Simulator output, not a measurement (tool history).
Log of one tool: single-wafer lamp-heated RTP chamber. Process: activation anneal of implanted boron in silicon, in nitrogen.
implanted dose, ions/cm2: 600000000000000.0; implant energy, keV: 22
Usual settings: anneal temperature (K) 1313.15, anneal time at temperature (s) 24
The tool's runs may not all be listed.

| run | hour | anneal temperature (K) | anneal time at temperature (s) | wafers since the last listed run | wafers since the last pyrometer calibration | wafers since the reflector plate was cleaned | hours since the gauge calibration | read-back reference wafer on the same gauge, sheet resistance | sheet resistance of the implanted and annealed layer (ohm/square) |
|---|---|---|---|---|---|---|---|---|---|
| 1 | 0 | 1313.15 | 18 | 0 | 2730 | 3646 | 237.7 | 192.7 | 170.02 |
| 2 | 32.3 | 1313.15 | 18 | 538 | 3269 | 4185 | 270 | 192.82 | 169.81 |
| 3 | 60.7 | 1313.15 | 33 | 473 | 3743 | 4659 | 298.4 | 192.94 | 168.38 |
| 4 | 79.7 | 1313.15 | 24 | 317 | 4060 | 4976 | 317.4 | 193.01 | 169.45 |
| 5 | 112.5 | 1313.15 | 24 | 547 | 4607 | 5523 | 350.2 | 193.1 | 169.22 |
| 6 | 128.4 | 1313.15 | 24 | 265 | 4873 | 5789 | 366.1 | 193.31 | 169.65 |
|  | 144.6 | pyrometer window cleaned and pyrometer calibrated |
| 7 | 160.4 | 1313.15 | 24 | 400 | 264 | 6189 | 398.1 | 193.36 | 170.09 |
| 8 | 174.8 | 1313.15 | 24 | 240 | 504 | 6429 | 412.5 | 193.39 | 169.31 |
| 9 | 187.6 | 1313.15 | 24 | 213 | 718 | 6643 | 425.3 | 193.49 | 169.36 |
| 10 | 219.3 | 1313.15 | 24 | 528 | 1247 | 7172 | 457 | 193.65 | 169.94 |
| 11 | 232.3 | 1313.15 | 24 | 216 | 1463 | 7389 | 470 | 193.71 | 169.96 |
| 12 | 256.6 | 1313.15 | 24 | 405 | 1869 | 7795 | 494.3 | 193.95 | 169.98 |
| 13 | 269.7 | 1313.15 | 24 | 218 | 2088 | 8013 | 507.4 | 193.87 | 169.56 |
|  | 292 | reflector plate cleaned |
| 14 | 292.5 | 1324.15 | 24 | 246 | 2335 | 8 | 530.2 | 194.16 | 169.56 |
| 15 | 309.6 | 1313.15 | 24 | 285 | 2620 | 293 | 547.3 | 194.22 | 170.94 |
| 16 | 338.5 | 1313.15 | 24 | 482 | 3102 | 776 | 576.2 | 194.52 | 170.36 |
| 17 | 354.9 | 1313.15 | 35 | 273 | 3376 | 1049 | 592.6 | 194.69 | 169.16 |
| 18 | 373.9 | 1288.15 | 15 | 317 | 3693 | 1366 | 611.6 | 194.81 | 174.07 |
| 19 | 408.2 | 1313.15 | 24 | 572 | 4265 | 1939 | 645.9 | 195 | 171.08 |
|  | 410.2 | gauge calibrated |
|  | 439.7 | pyrometer window cleaned and pyrometer calibrated |
| 20 | 440.2 | 1285.15 | 12 | 400 | 8 | 2339 | 30 | 192.23 | 173.07 |
| 21 | 465.3 | 1313.15 | 24 | 418 | 427 | 2758 | 55.1 | 192.28 | 168.72 |
| 22 | 499.2 | 1313.15 | 24 | 565 | 993 | 3324 | 89 | 192.23 | 168.67 |
| 23 | 512.5 | 1321.15 | 13 | 221 | 1215 | 3546 | 102.3 | 192.38 | 169.27 |
| 24 | 534.6 | 1301.15 | 28 | 368 | 1583 | 3915 | 124.4 | 192.16 | 169.27 |
| 25 | 551.5 | 1295.15 | 19 | 282 | 1865 | 4197 | 141.3 | 192.32 | 170.9 |
| 26 | 569.4 | 1313.15 | 24 | 298 | 2164 | 4495 | 159.2 | 192.51 | 168.39 |
| 27 | 589.2 | 1327.15 | 16 | 330 | 2495 | 4826 | 179 | 192.25 | 168.63 |
| 28 | 624 | 1313.15 | 24 | 580 | 3075 | 5406 | 213.8 | 192.58 | 169.13 |
| 29 | 643.6 | 1303.15 | 11 | 327 | 3402 | 5733 | 233.4 | 192.6 | 171.06 |
| 30 | 658.5 | 1332.15 | 38 | 248 | 3651 | 5982 | 248.3 | 192.62 | 166.82 |
| 31 | 687.5 | 1313.15 | 19 | 483 | 4135 | 6466 | 277.3 | 192.73 | 169.71 |
| 32 | 720.9 | 1330.15 | 12 | 557 | 4692 | 7023 | 310.7 | 192.79 | 169.21 |
|  | 737 | pyrometer window cleaned and pyrometer calibrated |
| 33 | 746.2 | 1332.15 | 34 | 288 | 152 | 7312 | 336 | 192.97 | 167.43 |

Some steps in sheet resistance of the implanted and annealed layer (ohm/square) between neighbouring runs. How much of each would the tool show without its hidden state too (settings, what came in, random variation), and how much is left for the hidden state, with any gauge scatter that isn't in both results?
The hidden state here: true wafer temperature minus pyrometer reading, K; wafer temperature error from the tarnished reflector plate, K; gauge reads high (%).
Run 17 -> 18: anneal temperature (K) 1313.15 -> 1288.15, anneal time at temperature (s) 35 -> 15. sheet resistance of the implanted and annealed layer (ohm/square) +4.91: hidden state +0.19, all else +4.72.
Run 18 -> 19: anneal temperature (K) 1288.15 -> 1313.15, anneal time at temperature (s) 15 -> 24. sheet resistance of the implanted and annealed layer (ohm/square) -2.99: hidden state +0.2, all else -3.19.
Run 19 -> 20: anneal temperature (K) 1313.15 -> 1285.15, anneal time at temperature (s) 24 -> 12, gauge calibrated, pyrometer window cleaned and pyrometer calibrated. sheet resistance of the implanted and annealed layer (ohm/square) +1.99: hidden state -2.43, all else +4.42.
Run 20 -> 21: anneal temperature (K) 1285.15 -> 1313.15, anneal time at temperature (s) 12 -> 24. sheet resistance of the implanted and annealed layer (ohm/square) -4.35: hidden state +0, all else -4.35.
Run 29 -> 30: anneal temperature (K) 1303.15 -> 1332.15, anneal time at temperature (s) 11 -> 38. sheet resistance of the implanted and annealed layer (ohm/square) -4.24: hidden state +0.03, all else -4.27.
